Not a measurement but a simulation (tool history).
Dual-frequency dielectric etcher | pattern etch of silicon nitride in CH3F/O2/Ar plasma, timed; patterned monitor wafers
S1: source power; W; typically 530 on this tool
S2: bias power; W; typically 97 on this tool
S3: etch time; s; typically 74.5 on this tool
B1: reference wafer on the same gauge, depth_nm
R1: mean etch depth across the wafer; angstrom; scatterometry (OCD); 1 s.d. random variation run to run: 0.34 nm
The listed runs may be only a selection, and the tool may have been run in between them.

run	hour	S1	S2	S3	B1	R1
1	0.0	530	97	74.5	75.4	666
# hour 93.0: wet clean of the chamber
2	101.4	530	103	74.5	75.5	659
3	181.1	530	103	74.5	75.5	663
4	283.9	530	97	74.5	75.6	654
5	349.6	530	97	74.5	75.5	653
6	453.5	530	97	74.5	75.7	666
# hour 559.3: gauge calibrated
7	559.7	530	97	74.5	75.5	661
# hour 579.9: bias power generator calibrated
8	623.8	530	97	74.5	75.6	665
9	666.6	530	97	74.5	75.5	664
10	705.6	530	84	74.5	75.6	644
# hour 796.3: wet clean of the chamber
11	1014.3	530	84	74.5	75.5	667
12	1111.7	530	97	64.5	75.7	602
# hour 1229.3: wet clean of the chamber, repeated, since the last time left the tool worse
13	1229.8	450	97	74.5	75.6	620
14	1269.0	450	97	74.5	75.5	614
# hour 1327.5: upper electrode replaced
15	1328.0	430	83	86.5	75.4	685
# hour 1372.0: source power generator calibrated
16	1380.3	530	117	74.5	75.5	681
17	1474.5	450	97	74.5	75.5	620
18	1516.3	640	78	74.5	75.5	664
19	1573.4	530	97	74.5	75.6	658
20	1660.0	530	97	74.5	75.5	662
21	1715.5	530	81	74.5	75.4	635
# hour 1775.7: wet clean of the chamber
22	1789.8	530	114	74.5	75.5	673

What the log doesn't show, run by run:
source power that arrives over what is set, %: 0 at every run
bias power that arrives over what is set, %: 0 at every run
gauge reads high (%): 0 at every run
H1: etch rate over this chamber's usual, %
run	H1
1	2.71
2	-0.0284
3	0.32
4	0.769
5	1.06
6	1.51
7	1.97
8	2.25
9	2.44
10	2.61
11	5.96
12	6.39
13	0.0246
14	0.196
15	0.454
16	0.682
17	1.09
18	1.28
19	1.53
20	1.9
21	2.15
22	-0.0969
